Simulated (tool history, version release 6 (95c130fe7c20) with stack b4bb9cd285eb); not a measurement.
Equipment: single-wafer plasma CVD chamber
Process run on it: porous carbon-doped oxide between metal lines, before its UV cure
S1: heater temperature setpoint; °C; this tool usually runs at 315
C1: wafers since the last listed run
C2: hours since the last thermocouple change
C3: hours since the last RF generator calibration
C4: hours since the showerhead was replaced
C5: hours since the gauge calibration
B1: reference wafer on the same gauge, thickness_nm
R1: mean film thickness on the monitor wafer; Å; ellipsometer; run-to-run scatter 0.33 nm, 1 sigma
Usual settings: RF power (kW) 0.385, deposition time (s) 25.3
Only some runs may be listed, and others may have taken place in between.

{"run": 1, "hour": 0.0, "S1": 315, "RF power (kW)": 0.435, "deposition time (s)": 27.5, "C1": 0, "C2": 1703.4, "C3": 1290.7, "C4": 6850, "C5": 467.9, "B1": 114.939, "R1": 1189.95}
{"run": 2, "hour": 34.6, "S1": 325, "RF power (kW)": 0.385, "deposition time (s)": 26.7, "C1": 589, "C2": 1738, "C3": 1325.3, "C4": 6884.6, "C5": 502.5, "B1": 115.008, "R1": 983.7}
{"run": 3, "hour": 50.4, "S1": 325, "RF power (kW)": 0.385, "deposition time (s)": 26.7, "C1": 269, "C2": 1753.8, "C3": 1341.1, "C4": 6900.4, "C5": 518.3, "B1": 115.037, "R1": 971.14}
{"run": 4, "hour": 83.0, "S1": 325, "RF power (kW)": 0.385, "deposition time (s)": 26.7, "C1": 555, "C2": 1786.4, "C3": 1373.7, "C4": 6933, "C5": 550.9, "B1": 114.94, "R1": 979.89}
{"run": 5, "hour": 95.7, "S1": 315, "RF power (kW)": 0.385, "deposition time (s)": 25.3, "C1": 216, "C2": 1799.1, "C3": 1386.4, "C4": 6945.7, "C5": 563.6, "B1": 115.037, "R1": 987.36}
{"run": 6, "hour": 124.5, "S1": 315, "RF power (kW)": 0.385, "deposition time (s)": 25.3, "C1": 490, "C2": 1827.9, "C3": 1415.2, "C4": 6974.5, "C5": 592.4, "B1": 114.998, "R1": 991.06}
{"run": 7, "hour": 159.8, "S1": 315, "RF power (kW)": 0.385, "deposition time (s)": 25.3, "C1": 601, "C2": 1863.2, "C3": 1450.5, "C4": 7009.8, "C5": 627.7, "B1": 115.001, "R1": 989.99}
{"run": 8, "hour": 176.6, "S1": 315, "RF power (kW)": 0.385, "deposition time (s)": 25.3, "C1": 286, "C2": 1880, "C3": 1467.3, "C4": 7026.6, "C5": 644.5, "B1": 115.074, "R1": 985.67}
{"run": 9, "hour": 205.2, "S1": 315, "RF power (kW)": 0.44, "deposition time (s)": 25.3, "C1": 487, "C2": 1908.6, "C3": 1495.9, "C4": 7055.2, "C5": 673.1, "B1": 115.006, "R1": 1112.17}
{"run": 10, "hour": 232.0, "S1": 315, "RF power (kW)": 0.44, "deposition time (s)": 25.3, "C1": 456, "C2": 1935.4, "C3": 1522.7, "C4": 7082, "C5": 699.9, "B1": 114.995, "R1": 1118.14}
{"run": 11, "hour": 254.7, "S1": 315, "RF power (kW)": 0.385, "deposition time (s)": 23.8, "C1": 386, "C2": 1958.1, "C3": 1545.4, "C4": 7104.7, "C5": 722.6, "B1": 114.954, "R1": 930.26}
{"run": 12, "hour": 274.0, "S1": 315, "RF power (kW)": 0.385, "deposition time (s)": 25.3, "C1": 328, "C2": 1977.4, "C3": 1564.7, "C4": 7124, "C5": 741.9, "B1": 114.983, "R1": 990.38}
{"run": 13, "hour": 306.2, "S1": 320, "RF power (kW)": 0.385, "deposition time (s)": 25.3, "C1": 548, "C2": 2009.6, "C3": 1596.9, "C4": 7156.2, "C5": 774.1, "B1": 114.981, "R1": 962.55}
{"run": 14, "hour": 331.9, "S1": 320, "RF power (kW)": 0.385, "deposition time (s)": 25.3, "C1": 437, "C2": 2035.3, "C3": 1622.6, "C4": 7181.9, "C5": 799.8, "B1": 115.067, "R1": 962.66}
{"run": 15, "hour": 361.7, "S1": 315, "RF power (kW)": 0.325, "deposition time (s)": 26.7, "C1": 507, "C2": 2065.1, "C3": 1652.4, "C4": 7211.7, "C5": 829.6, "B1": 114.987, "R1": 889.57}
{"run": 16, "hour": 386.1, "S1": 315, "RF power (kW)": 0.43, "deposition time (s)": 30.3, "C1": 415, "C2": 2089.5, "C3": 1676.8, "C4": 7236.1, "C5": 854, "B1": 115.116, "R1": 1299.7}
{"hour": 415.2, "done": "showerhead replaced"}
{"run": 17, "hour": 415.7, "S1": 315, "RF power (kW)": 0.385, "deposition time (s)": 29.6, "C1": 367, "C2": 2119.1, "C3": 1706.4, "C4": 0.5, "C5": 883.6, "B1": 114.922, "R1": 1159.82}
{"run": 18, "hour": 433.2, "S1": 306, "RF power (kW)": 0.32, "deposition time (s)": 21.1, "C1": 298, "C2": 2136.6, "C3": 1723.9, "C4": 18, "C5": 901.1, "B1": 114.997, "R1": 738.81}
{"run": 19, "hour": 454.8, "S1": 315, "RF power (kW)": 0.42, "deposition time (s)": 25.3, "C1": 367, "C2": 2158.2, "C3": 1745.5, "C4": 39.6, "C5": 922.7, "B1": 115.029, "R1": 1068.19}
{"hour": 476.0, "done": "thermocouple changed; heater temperature recalibrated"}
{"run": 20, "hour": 487.4, "S1": 325, "RF power (kW)": 0.385, "deposition time (s)": 23.3, "C1": 418, "C2": 11.4, "C3": 1778.1, "C4": 72.2, "C5": 955.3, "B1": 115.053, "R1": 839.67}
{"run": 21, "hour": 514.6, "S1": 325, "RF power (kW)": 0.385, "deposition time (s)": 26.7, "C1": 463, "C2": 38.6, "C3": 1805.3, "C4": 99.4, "C5": 982.5, "B1": 115.039, "R1": 953.87}
{"run": 22, "hour": 542.9, "S1": 306, "RF power (kW)": 0.345, "deposition time (s)": 27.8, "C1": 482, "C2": 66.9, "C3": 1833.6, "C4": 127.7, "C5": 1010.8, "B1": 115.02, "R1": 1008.97}
{"hour": 592.8, "done": "RF generator calibrated"}
{"run": 23, "hour": 595.1, "S1": 311, "RF power (kW)": 0.385, "deposition time (s)": 25.3, "C1": 752, "C2": 119.1, "C3": 2.3, "C4": 179.9, "C5": 1063, "B1": 115.066, "R1": 1023.04}
{"run": 24, "hour": 630.9, "S1": 315, "RF power (kW)": 0.42, "deposition time (s)": 20.4, "C1": 609, "C2": 154.9, "C3": 38.1, "C4": 215.7, "C5": 1098.8, "B1": 114.941, "R1": 875.36}
{"hour": 633.1, "done": "gauge calibrated"}
{"run": 25, "hour": 659.4, "S1": 300, "RF power (kW)": 0.415, "deposition time (s)": 23, "C1": 485, "C2": 183.4, "C3": 66.6, "C4": 244.2, "C5": 26.3, "B1": 114.983, "R1": 1068.29}
{"run": 26, "hour": 684.1, "S1": 310, "RF power (kW)": 0.425, "deposition time (s)": 25.3, "C1": 420, "C2": 208.1, "C3": 91.3, "C4": 268.9, "C5": 51, "B1": 114.938, "R1": 1123.51}
{"run": 27, "hour": 716.5, "S1": 315, "RF power (kW)": 0.385, "deposition time (s)": 25.3, "C1": 551, "C2": 240.5, "C3": 123.7, "C4": 301.3, "C5": 83.4, "B1": 114.999, "R1": 993.49}
{"run": 28, "hour": 733.7, "S1": 300, "RF power (kW)": 0.385, "deposition time (s)": 25.3, "C1": 292, "C2": 257.7, "C3": 140.9, "C4": 318.5, "C5": 100.6, "B1": 115.028, "R1": 1086.13}
{"run": 29, "hour": 769.3, "S1": 303, "RF power (kW)": 0.385, "deposition time (s)": 25.3, "C1": 606, "C2": 293.3, "C3": 176.5, "C4": 354.1, "C5": 136.2, "B1": 114.963, "R1": 1064.01}
{"run": 30, "hour": 789.1, "S1": 315, "RF power (kW)": 0.35, "deposition time (s)": 25.3, "C1": 337, "C2": 313.1, "C3": 196.3, "C4": 373.9, "C5": 156, "B1": 114.937, "R1": 908.15}
{"run": 31, "hour": 816.6, "S1": 301, "RF power (kW)": 0.315, "deposition time (s)": 20.3, "C1": 468, "C2": 340.6, "C3": 223.8, "C4": 401.4, "C5": 183.5, "B1": 115.042, "R1": 721.55}
{"run": 32, "hour": 839.1, "S1": 315, "RF power (kW)": 0.385, "deposition time (s)": 25.3, "C1": 383, "C2": 363.1, "C3": 246.3, "C4": 423.9, "C5": 206, "B1": 114.982, "R1": 983.77}
{"run": 33, "hour": 862.6, "S1": 315, "RF power (kW)": 0.385, "deposition time (s)": 25.3, "C1": 400, "C2": 386.6, "C3": 269.8, "C4": 447.4, "C5": 229.5, "B1": 114.884, "R1": 987.05}

Predict the results of run 34:
{"run": 34, "hour": 878.0, "S1": 311, "RF power (kW)": 0.425, "deposition time (s)": 22, "C1": 262, "C2": 402, "C3": 285.2, "C4": 462.8, "C5": 244.9, "B1": "?", "R1": "?"}

Run 34 measured B1 115.052, R1 966.32 Å.
Had the tool carried no hidden state, the very same run would have given R1 985.11 Å.
